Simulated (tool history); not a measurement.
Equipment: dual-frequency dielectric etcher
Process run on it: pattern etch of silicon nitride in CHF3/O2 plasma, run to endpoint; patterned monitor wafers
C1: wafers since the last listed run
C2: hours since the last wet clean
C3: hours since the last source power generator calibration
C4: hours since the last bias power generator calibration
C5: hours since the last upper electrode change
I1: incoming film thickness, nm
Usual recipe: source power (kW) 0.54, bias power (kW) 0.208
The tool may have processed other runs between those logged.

run 1 day=0 | source_power_(kW)=0.54 bias_power_(kW)=0.195 | C1=0 C2=478.1 C3=2941 C4=1847.7 C5=1551.3 | I1=89.1 | endpoint_time_(s)=55.9
run 2 day=2.188 | source_power_(kW)=0.49 bias_power_(kW)=0.22 | C1=573 C2=530.6 C3=2993.5 C4=1900.2 C5=1603.8 | I1=90.3 | endpoint_time_(s)=55.3
run 3 day=6.125 | source_power_(kW)=0.49 bias_power_(kW)=0.22 | C1=1033 C2=625.1 C3=3088 C4=1994.7 C5=1698.3 | I1=90.5 | endpoint_time_(s)=54.9
-- day=7.817 wet clean of the chamber
run 4 day=10.3 | source_power_(kW)=0.54 bias_power_(kW)=0.208 | C1=832 C2=59.6 C3=3188.2 C4=2094.9 C5=1798.5 | I1=89.4 | endpoint_time_(s)=55.8
run 5 day=23.162 | source_power_(kW)=0.54 bias_power_(kW)=0.208 | C1=3374 C2=368.3 C3=3496.9 C4=2403.6 C5=2107.2 | I1=89.2 | endpoint_time_(s)=54.9
-- day=27.167 source power generator calibrated
run 6 day=27.617 | source_power_(kW)=0.54 bias_power_(kW)=0.208 | C1=1124 C2=475.2 C3=10.8 C4=2510.5 C5=2214.1 | I1=89 | endpoint_time_(s)=54.5
-- day=33.033 wet clean of the chamber
run 7 day=33.192 | source_power_(kW)=0.54 bias_power_(kW)=0.208 | C1=1200 C2=3.8 C3=144.6 C4=2644.3 C5=2347.9 | I1=89.5 | endpoint_time_(s)=56.3
run 8 day=34.696 | source_power_(kW)=0.54 bias_power_(kW)=0.208 | C1=394 C2=39.9 C3=180.7 C4=2680.4 C5=2384 | I1=89.4 | endpoint_time_(s)=55.7
run 9 day=38.533 | source_power_(kW)=0.54 bias_power_(kW)=0.208 | C1=1006 C2=132 C3=272.8 C4=2772.5 C5=2476.1 | I1=88.3 | endpoint_time_(s)=55
-- day=40.925 bias power generator calibrated
run 10 day=43.188 | source_power_(kW)=0.54 bias_power_(kW)=0.208 | C1=1177 C2=243.7 C3=384.5 C4=54.3 C5=2587.8 | I1=89 | endpoint_time_(s)=55.3
-- day=46.862 upper electrode replaced
run 11 day=46.883 | source_power_(kW)=0.54 bias_power_(kW)=0.208 | C1=707 C2=332.4 C3=473.2 C4=143 C5=0.5 | I1=88.4 | endpoint_time_(s)=54.5
run 12 day=50.675 | source_power_(kW)=0.54 bias_power_(kW)=0.208 | C1=994 C2=423.4 C3=564.2 C4=234 C5=91.5 | I1=89.4 | endpoint_time_(s)=54.8
run 13 day=53.95 | source_power_(kW)=0.54 bias_power_(kW)=0.208 | C1=859 C2=502 C3=642.8 C4=312.6 C5=170.1 | I1=89.1 | endpoint_time_(s)=54.6
run 14 day=56.85 | source_power_(kW)=0.54 bias_power_(kW)=0.208 | C1=760 C2=571.6 C3=712.4 C4=382.2 C5=239.7 | I1=88 | endpoint_time_(s)=53.6
-- day=58.446 wet clean of the chamber
run 15 day=59.338 | source_power_(kW)=0.62 bias_power_(kW)=0.176 | C1=390 C2=21.4 C3=772.1 C4=441.9 C5=299.4 | I1=89.2 | endpoint_time_(s)=57.7
run 16 day=60.988 | source_power_(kW)=0.54 bias_power_(kW)=0.165 | C1=432 C2=61 C3=811.7 C4=481.5 C5=339 | I1=89.5 | endpoint_time_(s)=60.9
run 17 day=63.912 | source_power_(kW)=0.64 bias_power_(kW)=0.208 | C1=767 C2=131.2 C3=881.9 C4=551.7 C5=409.2 | I1=89.1 | endpoint_time_(s)=53.7
run 18 day=65.646 | source_power_(kW)=0.43 bias_power_(kW)=0.16 | C1=454 C2=172.8 C3=923.5 C4=593.3 C5=450.8 | I1=89.2 | endpoint_time_(s)=65.2
run 19 day=69.083 | source_power_(kW)=0.43 bias_power_(kW)=0.173 | C1=901 C2=255.3 C3=1006 C4=675.8 C5=533.3 | I1=89.5 | endpoint_time_(s)=63.3
run 20 day=73.508 | source_power_(kW)=0.54 bias_power_(kW)=0.208 | C1=1160 C2=361.5 C3=1112.2 C4=782 C5=639.5 | I1=89.1 | endpoint_time_(s)=55.3
run 21 day=77.079 | source_power_(kW)=0.48 bias_power_(kW)=0.186 | C1=936 C2=447.2 C3=1197.9 C4=867.7 C5=725.2 | I1=87.8 | endpoint_time_(s)=57.8
run 22 day=80.233 | source_power_(kW)=0.59 bias_power_(kW)=0.16 | C1=827 C2=522.9 C3=1273.6 C4=943.4 C5=800.9 | I1=89.7 | endpoint_time_(s)=59.5
run 23 day=82.2 | source_power_(kW)=0.54 bias_power_(kW)=0.174 | C1=515 C2=570.1 C3=1320.8 C4=990.6 C5=848.1 | I1=89.1 | endpoint_time_(s)=58.2
run 24 day=86.354 | source_power_(kW)=0.6 bias_power_(kW)=0.165 | C1=1089 C2=669.8 C3=1420.5 C4=1090.3 C5=947.8 | I1=89.4 | endpoint_time_(s)=58
-- day=88.379 wet clean of the chamber
run 25 day=90.233 | source_power_(kW)=0.54 bias_power_(kW)=0.208 | C1=755 C2=44.5 C3=1513.6 C4=1183.4 C5=1040.9 | I1=89.6 | endpoint_time_(s)=56.3
run 26 day=91.75 | source_power_(kW)=0.54 bias_power_(kW)=0.208 | C1=397 C2=80.9 C3=1550 C4=1219.8 C5=1077.3 | I1=89.1 | endpoint_time_(s)=56
run 27 day=95.862 | source_power_(kW)=0.54 bias_power_(kW)=0.208 | C1=1078 C2=179.6 C3=1648.7 C4=1318.5 C5=1176 | I1=89.8 | endpoint_time_(s)=55.9
run 28 day=98.262 | source_power_(kW)=0.54 bias_power_(kW)=0.228 | C1=629 C2=237.2 C3=1706.3 C4=1376.1 C5=1233.6 | I1=89.3 | endpoint_time_(s)=53.7
run 29 day=102.033 | source_power_(kW)=0.67 bias_power_(kW)=0.227 | C1=989 C2=327.7 C3=1796.8 C4=1466.6 C5=1324.1 | I1=87.9 | endpoint_time_(s)=49.7
run 30 day=106.142 | source_power_(kW)=0.54 bias_power_(kW)=0.208 | C1=1077 C2=426.3 C3=1895.4 C4=1565.2 C5=1422.7 | I1=89.2 | endpoint_time_(s)=55
run 31 day=109.562 | source_power_(kW)=0.42 bias_power_(kW)=0.159 | C1=897 C2=508.4 C3=1977.5 C4=1647.3 C5=1504.8 | I1=89.6 | endpoint_time_(s)=64.4
run 32 day=112.521 | source_power_(kW)=0.44 bias_power_(kW)=0.229 | C1=776 C2=579.4 C3=2048.5 C4=1718.3 C5=1575.8 | I1=88.6 | endpoint_time_(s)=54.8
run 33 day=115.796 | source_power_(kW)=0.46 bias_power_(kW)=0.165 | C1=859 C2=658 C3=2127.1 C4=1796.9 C5=1654.4 | I1=87.9 | endpoint_time_(s)=60.9
-- day=117.858 wet clean of the chamber
run 34 day=119.129 | source_power_(kW)=0.54 bias_power_(kW)=0.208 | C1=612 C2=30.5 C3=2207.1 C4=1876.9 C5=1734.4 | I1=89.8 | endpoint_time_(s)=56

For each run, what was the tool's unlogged condition?
source power that arrives over what is set, %: 0, the same for each run
bias power that arrives over what is set, %: 0, the same for each run
H1: etch rate over this chamber's usual, %
run=1 H1=2.45
run=2 H1=2.72
run=3 H1=3.21
run=4 H1=0.531
run=5 H1=2.12
run=6 H1=2.67
run=7 H1=0.475
run=8 H1=0.661
run=9 H1=1.14
run=10 H1=1.71
run=11 H1=2.17
run=12 H1=2.64
run=13 H1=3.04
run=14 H1=3.4
run=15 H1=-0.259
run=16 H1=-0.0546
run=17 H1=0.307
run=18 H1=0.522
run=19 H1=0.947
run=20 H1=1.49
run=21 H1=1.94
run=22 H1=2.33
run=23 H1=2.57
run=24 H1=3.08
run=25 H1=0.102
run=26 H1=0.29
run=27 H1=0.798
run=28 H1=1.1
run=29 H1=1.56
run=30 H1=2.07
run=31 H1=2.49
run=32 H1=2.86
run=33 H1=3.26
run=34 H1=0.516

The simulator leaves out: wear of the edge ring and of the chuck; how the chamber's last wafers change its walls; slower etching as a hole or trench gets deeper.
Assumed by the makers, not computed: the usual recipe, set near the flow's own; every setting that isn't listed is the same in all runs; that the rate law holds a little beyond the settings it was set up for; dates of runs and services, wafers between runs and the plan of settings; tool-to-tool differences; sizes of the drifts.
